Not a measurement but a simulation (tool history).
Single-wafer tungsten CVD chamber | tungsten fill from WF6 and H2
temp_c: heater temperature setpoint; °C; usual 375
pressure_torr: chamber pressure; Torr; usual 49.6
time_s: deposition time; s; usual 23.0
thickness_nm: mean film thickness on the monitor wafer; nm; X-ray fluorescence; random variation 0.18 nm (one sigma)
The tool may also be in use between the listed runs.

run	day	temp_c	pressure_torr	time_s	read-back reference wafer on the same gauge, thickness_nm	thickness_nm
1	0.000	375	52.7	23.0	47.380	53.640
# day 0.729: gauge calibrated
2	1.883	375	52.7	23.0	47.282	53.792
3	3.258	375	49.6	23.0	47.340	52.450
4	4.358	375	49.6	23.0	47.452	52.274
5	7.267	375	49.6	23.0	47.374	52.059
6	8.492	375	49.6	23.0	47.384	52.156
7	12.933	381	49.6	23.0	47.411	60.134
8	15.733	381	49.6	23.0	47.425	60.235
9	16.738	381	49.6	23.0	47.357	60.237
10	18.329	375	49.6	23.0	47.343	52.308
11	19.429	375	49.6	23.0	47.423	51.900
12	21.775	364	49.6	23.0	47.502	39.808
# day 23.308: capacitance manometer re-zeroed and calibrated
13	23.329	367	49.6	24.8	47.383	48.281
14	25.154	367	49.6	24.8	47.417	48.467
15	27.067	367	49.6	24.8	47.438	48.234
16	29.712	375	49.6	23.0	47.336	54.727
17	31.838	382	58.7	24.3	47.371	72.757
# day 32.975: showerhead replaced
18	37.017	389	49.6	18.5	47.392	59.893
19	38.617	375	49.6	23.0	47.365	54.083
# day 39.804: thermocouple changed; heater temperature recalibrated
# day 41.779: gauge calibrated
20	43.504	375	49.6	23.0	47.414	52.794
21	44.646	375	52.7	23.0	47.417	54.171
22	47.425	375	46.4	23.0	47.424	51.478
23	50.258	375	44.7	19.7	47.438	43.437
24	52.058	380	54.6	25.6	47.431	70.028
25	54.571	375	54.1	23.0	47.380	56.095
26	57.438	375	49.6	23.0	47.369	53.527
27	59.075	362	40.8	21.8	47.413	33.797
28	60.717	375	49.6	23.0	47.376	53.518
29	62.754	364	40.6	20.7	47.423	33.703
30	65.054	365	39.5	19.4	47.353	32.193
31	66.750	384	49.6	25.9	47.307	74.630
32	73.792	381	49.6	23.0	47.376	61.775

3 ways to go on from here, each from the tool as it stands after run 32. What would each give?
A	73.808	361	49.6	23.0	?	?
B	73.808	382	44.1	27.4	?	?
C	73.808	365	42.0	23.0	?	?

run	read-back reference wafer on the same gauge, thickness_nm	thickness_nm
A	47.370	38.588
B	47.370	71.868
C	47.370	39.397
Without the tool's hidden state the same runs would have given:
run	thickness_nm
A	37.400
B	69.879
C	38.204
